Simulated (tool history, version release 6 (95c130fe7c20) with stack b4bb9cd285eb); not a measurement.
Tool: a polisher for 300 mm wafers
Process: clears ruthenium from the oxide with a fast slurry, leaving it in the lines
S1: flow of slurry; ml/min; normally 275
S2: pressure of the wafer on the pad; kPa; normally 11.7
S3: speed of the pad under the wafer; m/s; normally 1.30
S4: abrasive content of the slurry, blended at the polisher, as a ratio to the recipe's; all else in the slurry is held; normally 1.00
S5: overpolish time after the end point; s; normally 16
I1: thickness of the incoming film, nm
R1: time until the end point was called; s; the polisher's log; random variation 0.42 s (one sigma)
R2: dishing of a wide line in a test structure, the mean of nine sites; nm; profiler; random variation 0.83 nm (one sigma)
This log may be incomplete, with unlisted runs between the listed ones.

{"run": 1, "hour": 0.0, "S1": 275, "S2": 11.7, "S3": 1.3, "S4": 1.0, "S5": 16, "I1": 149.8, "R1": 40.9, "R2": 49.2}
{"hour": 9.9, "done": "slurry nozzle cleaned"}
{"run": 2, "hour": 33.4, "S1": 275, "S2": 11.7, "S3": 1.3, "S4": 1.0, "S5": 16, "I1": 151.9, "R1": 41.6, "R2": 49.3}
{"run": 3, "hour": 52.5, "S1": 275, "S2": 11.7, "S3": 1.3, "S4": 1.05, "S5": 16, "I1": 150.9, "R1": 40.0, "R2": 50.6}
{"hour": 76.9, "done": "slurry blender recalibrated"}
{"run": 4, "hour": 84.9, "S1": 275, "S2": 11.7, "S3": 1.3, "S4": 1.05, "S5": 16, "I1": 147.4, "R1": 39.2, "R2": 50.1}
{"run": 5, "hour": 116.9, "S1": 275, "S2": 11.7, "S3": 1.3, "S4": 1.05, "S5": 16, "I1": 153.4, "R1": 41.2, "R2": 50.5}
{"run": 6, "hour": 149.7, "S1": 275, "S2": 11.7, "S3": 1.3, "S4": 1.0, "S5": 16, "I1": 150.7, "R1": 42.4, "R2": 48.0}
{"run": 7, "hour": 174.8, "S1": 275, "S2": 11.7, "S3": 1.3, "S4": 1.0, "S5": 16, "I1": 152.9, "R1": 42.9, "R2": 49.1}
{"run": 8, "hour": 203.3, "S1": 275, "S2": 11.7, "S3": 1.3, "S4": 1.0, "S5": 16, "I1": 150.6, "R1": 43.1, "R2": 46.4}
{"hour": 223.5, "done": "head pressure recalibrated"}
{"hour": 228.3, "done": "worn pad replaced by a new one"}
{"hour": 228.7, "done": "slurry blender recalibrated"}
{"run": 9, "hour": 229.2, "S1": 275, "S2": 11.7, "S3": 1.3, "S4": 1.0, "S5": 16, "I1": 148.4, "R1": 40.0, "R2": 49.2}
{"run": 10, "hour": 262.5, "S1": 275, "S2": 11.7, "S3": 1.3, "S4": 1.0, "S5": 16, "I1": 152.9, "R1": 41.8, "R2": 50.1}
{"run": 11, "hour": 277.9, "S1": 275, "S2": 11.7, "S3": 1.3, "S4": 1.0, "S5": 16, "I1": 150.1, "R1": 40.4, "R2": 49.5}
{"hour": 303.9, "done": "slurry nozzle cleaned"}
{"run": 12, "hour": 311.3, "S1": 275, "S2": 11.7, "S3": 1.3, "S4": 1.0, "S5": 16, "I1": 149.4, "R1": 41.2, "R2": 49.0}
{"run": 13, "hour": 334.4, "S1": 275, "S2": 10.3, "S3": 1.52, "S4": 1.3, "S5": 13, "I1": 150.8, "R1": 34.6, "R2": 47.5}
{"hour": 352.8, "done": "slurry blender recalibrated"}
{"run": 14, "hour": 353.1, "S1": 275, "S2": 11.7, "S3": 1.3, "S4": 0.7, "S5": 8, "I1": 148.2, "R1": 51.5, "R2": 20.6}
{"run": 15, "hour": 377.0, "S1": 205, "S2": 14.5, "S3": 1.68, "S4": 1.0, "S5": 16, "I1": 151.5, "R1": 28.4, "R2": 66.4}
{"run": 16, "hour": 396.7, "S1": 275, "S2": 9.7, "S3": 1.06, "S4": 1.0, "S5": 16, "I1": 151.6, "R1": 61.3, "R2": 35.1}
{"run": 17, "hour": 410.4, "S1": 275, "S2": 7.6, "S3": 1.7, "S4": 1.25, "S5": 16, "I1": 148.5, "R1": 40.1, "R2": 49.7}
{"run": 18, "hour": 440.7, "S1": 330, "S2": 11.7, "S3": 1.3, "S4": 1.0, "S5": 16, "I1": 150.9, "R1": 41.4, "R2": 48.3}
{"hour": 475.0, "done": "worn pad replaced by a new one"}
{"run": 19, "hour": 475.5, "S1": 190, "S2": 8.3, "S3": 1.3, "S4": 1.0, "S5": 8, "I1": 151.1, "R1": 56.0, "R2": 19.3}
{"run": 20, "hour": 500.1, "S1": 275, "S2": 11.7, "S3": 1.3, "S4": 1.0, "S5": 16, "I1": 150.0, "R1": 40.7, "R2": 49.2}
{"hour": 515.5, "done": "slurry blender recalibrated"}
{"run": 21, "hour": 525.6, "S1": 275, "S2": 11.7, "S3": 1.3, "S4": 0.85, "S5": 9, "I1": 150.4, "R1": 45.0, "R2": 26.9}
{"run": 22, "hour": 539.6, "S1": 340, "S2": 11.7, "S3": 1.3, "S4": 1.0, "S5": 25, "I1": 149.8, "R1": 40.1, "R2": 74.0}
{"run": 23, "hour": 574.5, "S1": 245, "S2": 9.0, "S3": 1.66, "S4": 1.0, "S5": 16, "I1": 149.8, "R1": 40.1, "R2": 49.3}
{"run": 24, "hour": 603.8, "S1": 275, "S2": 9.7, "S3": 1.3, "S4": 1.1, "S5": 16, "I1": 150.1, "R1": 46.5, "R2": 44.7}
{"run": 25, "hour": 624.1, "S1": 275, "S2": 11.7, "S3": 1.3, "S4": 1.0, "S5": 16, "I1": 150.3, "R1": 42.4, "R2": 48.7}

Each row is a separate what-if for the run after 25, all from the same tool condition, not one after another. Results?
{"run": "A", "hour": 624.6, "S1": 275, "S2": 11.7, "S3": 1.3, "S4": 1.2, "S5": 16, "I1": 150.2, "R1": "?", "R2": "?"}
{"run": "B", "hour": 624.6, "S1": 275, "S2": 11.7, "S3": 1.6, "S4": 1.0, "S5": 16, "I1": 150.2, "R1": "?", "R2": "?"}
{"run": "C", "hour": 624.6, "S1": 345, "S2": 11.7, "S3": 0.92, "S4": 1.2, "S5": 16, "I1": 150.2, "R1": "?", "R2": "?"}
{"run": "D", "hour": 624.6, "S1": 300, "S2": 11.7, "S3": 1.3, "S4": 1.1, "S5": 16, "I1": 150.2, "R1": "?", "R2": "?"}

run=A R1=38.4 R2=50.7
run=B R1=34.2 R2=56.1
run=C R1=53.1 R2=37.8
run=D R1=39.7 R2=49.2
The same runs, with their run-to-run variation unchanged, on a tool lacking any hidden condition would have given:
run=A R1=37.0 R2=52.4
run=B R1=33.0 R2=58.0
run=C R1=51.2 R2=39.1
run=D R1=38.3 R2=50.8

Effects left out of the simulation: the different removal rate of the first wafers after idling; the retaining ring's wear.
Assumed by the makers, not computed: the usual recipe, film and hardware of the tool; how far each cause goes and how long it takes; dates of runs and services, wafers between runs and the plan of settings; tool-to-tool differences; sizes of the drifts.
